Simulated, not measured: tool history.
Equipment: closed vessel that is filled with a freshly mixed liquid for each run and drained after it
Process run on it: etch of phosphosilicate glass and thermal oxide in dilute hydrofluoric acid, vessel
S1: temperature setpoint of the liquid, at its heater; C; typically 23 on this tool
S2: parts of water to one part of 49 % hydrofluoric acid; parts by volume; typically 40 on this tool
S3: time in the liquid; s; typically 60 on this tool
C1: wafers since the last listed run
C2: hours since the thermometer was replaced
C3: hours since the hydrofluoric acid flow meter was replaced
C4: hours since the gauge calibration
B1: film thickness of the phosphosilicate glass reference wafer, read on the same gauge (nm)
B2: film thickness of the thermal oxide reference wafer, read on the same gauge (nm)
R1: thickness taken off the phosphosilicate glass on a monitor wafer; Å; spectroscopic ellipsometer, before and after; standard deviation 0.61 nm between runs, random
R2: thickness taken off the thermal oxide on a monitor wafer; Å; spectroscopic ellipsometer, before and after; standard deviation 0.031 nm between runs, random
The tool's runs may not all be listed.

run    day    S1  S2  S3    C1      C2      C3     C4     B1     B2      R1     R2
  1      0  20.5  40  60     0  2426.7  1616.8  111.1  60.01  89.99  1541.4   52.9
  2   0.45    23  40  60  1139  2437.5  1627.6  121.9  60.02  89.99  1708.5     59
  3   0.85    23  40  60  1012  2447.1  1637.2  131.5     60     90  1697.9   58.4
  4  1.421    23  35  60  1445  2460.8  1650.9  145.2     60  90.01  1962.9     67
  5  1.917    23  30  50  1255  2472.7  1662.8  157.1  60.01  90.01  1917.8     66
  6  2.542    23  30  50  1582  2487.7  1677.8  172.1     60     90  1922.5   65.9
  7  3.179    23  30  50  1613    2503  1693.1  187.4  60.01  90.01    1903   65.9
  8  3.454    23  40  60   696  2509.6  1699.7    194  59.99     90  1701.6   59.2
  9  3.975    23  40  60  1318  2522.1  1712.2  206.5  60.03  90.01  1698.2   58.5
     4.396  -- hydrofluoric acid flow meter replaced
 10  4.417    23  40  60  1012  2532.7     0.5  217.1  59.98  90.01  1692.2   58.9
 11  4.817    23  40  60  1012  2542.3    10.1  226.7  60.02  90.02  1692.4   58.6
 12  5.075    23  40  60   654  2548.5    16.3  232.9  60.01  90.02  1699.9   58.8
 13  5.358    20  35  60   717  2555.3    23.1  239.7  59.99  90.01  1709.6     59
     5.529  -- thermometer replaced
 14  5.792    23  40  60   991     6.3    33.5  250.1  59.99  89.98    1928   66.5
     6.108  -- gauge calibrated
 15  6.133    20  30  90   864    14.5    41.7    0.6  60.01  90.03    3440  117.5
 16  6.804  26.5  30  60  1698    30.6    57.8   16.7  59.99  89.99  2997.4  104.5
 17  7.138    28  50  75   843    38.6    65.8   24.7  60.01  89.99  2314.5   80.1
 18  7.767    23  45  60  1592    53.7    80.9   39.8  60.01  89.99  1688.2   58.4
 19  8.138    23  40  60   938    62.6    89.8   48.7  59.98     90  1914.7   65.8
 20  8.546  25.5  60  60  1033    72.4    99.6   58.5  59.98     90  1380.5   47.5
 21  9.088    21  50  50  1371    85.4   112.6   71.5  60.01  90.01    1162   40.2
 22    9.8    23  40  35  1803   102.5   129.7   88.6  60.01     90    1123   38.4

Predict each of these 4 candidate next runs independently; none follows another, all start after run 22:
  A  9.829    23  40  60  73  103.2  130.4  89.3   ?   ?   ?   ?
  B  9.829  26.5  40  60  73  103.2  130.4  89.3   ?   ?   ?   ?
  C  9.829    23  40  80  73  103.2  130.4  89.3   ?   ?   ?   ?
  D  9.829    23  40  45  73  103.2  130.4  89.3   ?   ?   ?   ?

run  B1     B2      R1    R2
  A  60  90.01  1916.6  66.4
  B  60  90.01  2214.6  76.7
  C  60  90.01  2555.4  88.5
  D  60  90.01  1437.4  49.8
Without the tool's unlogged condition, the same runs would have read:
run      R1    R2
  A  1927.8  66.7
  B  2227.2  77.1
  C  2570.4    89
  D  1445.9  50.1
